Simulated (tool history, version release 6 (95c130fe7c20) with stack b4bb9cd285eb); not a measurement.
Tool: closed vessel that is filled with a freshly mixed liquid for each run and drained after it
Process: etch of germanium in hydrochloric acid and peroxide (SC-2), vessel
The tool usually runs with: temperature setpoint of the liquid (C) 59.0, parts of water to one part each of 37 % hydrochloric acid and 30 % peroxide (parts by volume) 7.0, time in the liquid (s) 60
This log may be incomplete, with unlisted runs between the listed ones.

| run | hour | temperature setpoint of the liquid (C) | parts of water to one part each of 37 % hydrochloric acid and 30 % peroxide (parts by volume) | time in the liquid (s) | wafers since the last listed run | hours since the thermometer was replaced | hours since the chemicals flow meter was replaced | hours since the drum of peroxide was connected | hours since the gauge calibration | read-back film thickness of the germanium reference wafer, read on the same gauge (nm) | thickness taken off the germanium on a monitor wafer (angstrom) |
|---|---|---|---|---|---|---|---|---|---|---|---|
| 1 | 0.0 | 59.0 | 7.0 | 60 | 0 | 2461.0 | 1874.2 | 572.4 | 74.1 | 140.00 | 2059.9 |
| 2 | 12.4 | 52.0 | 7.0 | 80 | 1887 | 2473.4 | 1886.6 | 584.8 | 86.5 | 140.00 | 2234.0 |
| 3 | 24.0 | 52.0 | 7.0 | 80 | 1765 | 2485.0 | 1898.2 | 596.4 | 98.1 | 139.98 | 2223.3 |
| 4 | 35.8 | 59.0 | 9.5 | 60 | 1795 | 2496.8 | 1910.0 | 608.2 | 109.9 | 140.00 | 2016.5 |
| 5 | 50.7 | 59.0 | 9.5 | 60 | 2267 | 2511.7 | 1924.9 | 623.1 | 124.8 | 140.00 | 2008.9 |
| 6 | 67.8 | 59.0 | 7.0 | 60 | 2602 | 2528.8 | 1942.0 | 640.2 | 141.9 | 139.96 | 2081.3 |
| 7 | 75.2 | 59.0 | 7.0 | 60 | 1126 | 2536.2 | 1949.4 | 647.6 | 149.3 | 140.02 | 2065.4 |
| 8 | 87.7 | 59.0 | 7.0 | 60 | 1902 | 2548.7 | 1961.9 | 660.1 | 161.8 | 140.02 | 2068.9 |
| 9 | 100.5 | 59.0 | 7.0 | 60 | 1948 | 2561.5 | 1974.7 | 672.9 | 174.6 | 140.03 | 2058.4 |
| 10 | 116.3 | 59.0 | 7.0 | 60 | 2404 | 2577.3 | 1990.5 | 688.7 | 190.4 | 140.00 | 2073.1 |
| 11 | 123.8 | 59.0 | 7.0 | 60 | 1141 | 2584.8 | 1998.0 | 696.2 | 197.9 | 140.00 | 2067.6 |
| 12 | 130.5 | 59.0 | 7.0 | 60 | 1019 | 2591.5 | 2004.7 | 702.9 | 204.6 | 139.96 | 2066.1 |
|  | 134.1 | new drum of peroxide connected |
| 13 | 142.9 | 57.0 | 5.0 | 60 | 1734 | 2603.9 | 2017.1 | 8.8 | 217.0 | 140.00 | 1993.4 |
| 14 | 151.3 | 52.5 | 5.5 | 35 | 1278 | 2612.3 | 2025.5 | 17.2 | 225.4 | 140.03 | 1006.0 |
| 15 | 157.6 | 59.0 | 7.0 | 60 | 958 | 2618.6 | 2031.8 | 23.5 | 231.7 | 139.98 | 2068.3 |
|  | 160.5 | chemicals flow meter replaced |
| 16 | 165.6 | 59.0 | 7.0 | 60 | 1065 | 2626.6 | 5.1 | 31.5 | 239.7 | 140.02 | 2073.8 |
| 17 | 176.3 | 59.0 | 7.0 | 60 | 1628 | 2637.3 | 15.8 | 42.2 | 250.4 | 139.96 | 2074.6 |
| 18 | 187.6 | 55.0 | 7.0 | 90 | 1719 | 2648.6 | 27.1 | 53.5 | 261.7 | 140.01 | 2758.0 |
| 19 | 198.4 | 59.0 | 7.0 | 60 | 1643 | 2659.4 | 37.9 | 64.3 | 272.5 | 140.02 | 2064.7 |
|  | 201.4 | thermometer replaced |
| 20 | 212.7 | 59.0 | 7.0 | 60 | 2024 | 11.3 | 52.2 | 78.6 | 286.8 | 139.97 | 1900.7 |
|  | 213.7 | gauge calibrated |
| 21 | 226.9 | 62.5 | 9.5 | 35 | 2161 | 25.5 | 66.4 | 92.8 | 13.2 | 139.99 | 1197.2 |
| 22 | 239.2 | 59.0 | 9.0 | 60 | 1871 | 37.8 | 78.7 | 105.1 | 25.5 | 140.00 | 1858.7 |
| 23 | 250.9 | 59.0 | 8.0 | 75 | 1780 | 49.5 | 90.4 | 116.8 | 37.2 | 139.99 | 2361.9 |
| 24 | 262.5 | 52.5 | 7.0 | 45 | 1765 | 61.1 | 102.0 | 128.4 | 48.8 | 140.02 | 1165.1 |
| 25 | 274.3 | 59.0 | 7.0 | 90 | 1795 | 72.9 | 113.8 | 140.2 | 60.6 | 139.98 | 2855.6 |
| 26 | 287.9 | 50.5 | 7.0 | 40 | 2069 | 86.5 | 127.4 | 153.8 | 74.2 | 139.99 | 981.1 |
| 27 | 298.7 | 66.0 | 7.0 | 60 | 1643 | 97.3 | 138.2 | 164.6 | 85.0 | 140.00 | 2344.0 |
| 28 | 314.7 | 50.5 | 7.0 | 60 | 2435 | 113.3 | 154.2 | 180.6 | 101.0 | 140.02 | 1462.8 |
| 29 | 331.3 | 59.0 | 5.5 | 60 | 2526 | 129.9 | 170.8 | 197.2 | 117.6 | 139.97 | 1930.0 |
| 30 | 340.5 | 64.0 | 7.0 | 85 | 1400 | 139.1 | 180.0 | 206.4 | 126.8 | 139.97 | 3134.9 |
| 31 | 353.4 | 59.0 | 7.0 | 60 | 1963 | 152.0 | 192.9 | 219.3 | 139.7 | 140.00 | 1902.5 |

Per-run results on a tool with no hidden state, each run keeping its own random variation:
The hidden state here: liquid hotter than its thermometer reads (K); chemicals flow above the setpoint (%); peroxide weaker than its label (%); gauge reads high (%).
| run | thickness taken off the germanium on a monitor wafer (angstrom) |
|---|---|
| 1 | 1889.7 |
| 2 | 2040.3 |
| 3 | 2030.0 |
| 4 | 1849.7 |
| 5 | 1842.2 |
| 6 | 1905.4 |
| 7 | 1890.2 |
| 8 | 1892.9 |
| 9 | 1882.2 |
| 10 | 1895.1 |
| 11 | 1889.5 |
| 12 | 1887.5 |
| 13 | 1816.6 |
| 14 | 914.2 |
| 15 | 1887.9 |
| 16 | 1892.4 |
| 17 | 1892.5 |
| 18 | 2509.0 |
| 19 | 1882.3 |
| 20 | 1893.9 |
| 21 | 1192.7 |
| 22 | 1850.4 |
| 23 | 2350.7 |
| 24 | 1158.9 |
| 25 | 2840.2 |
| 26 | 974.9 |
| 27 | 2329.9 |
| 28 | 1452.2 |
| 29 | 1916.1 |
| 30 | 3112.3 |
| 31 | 1887.1 |
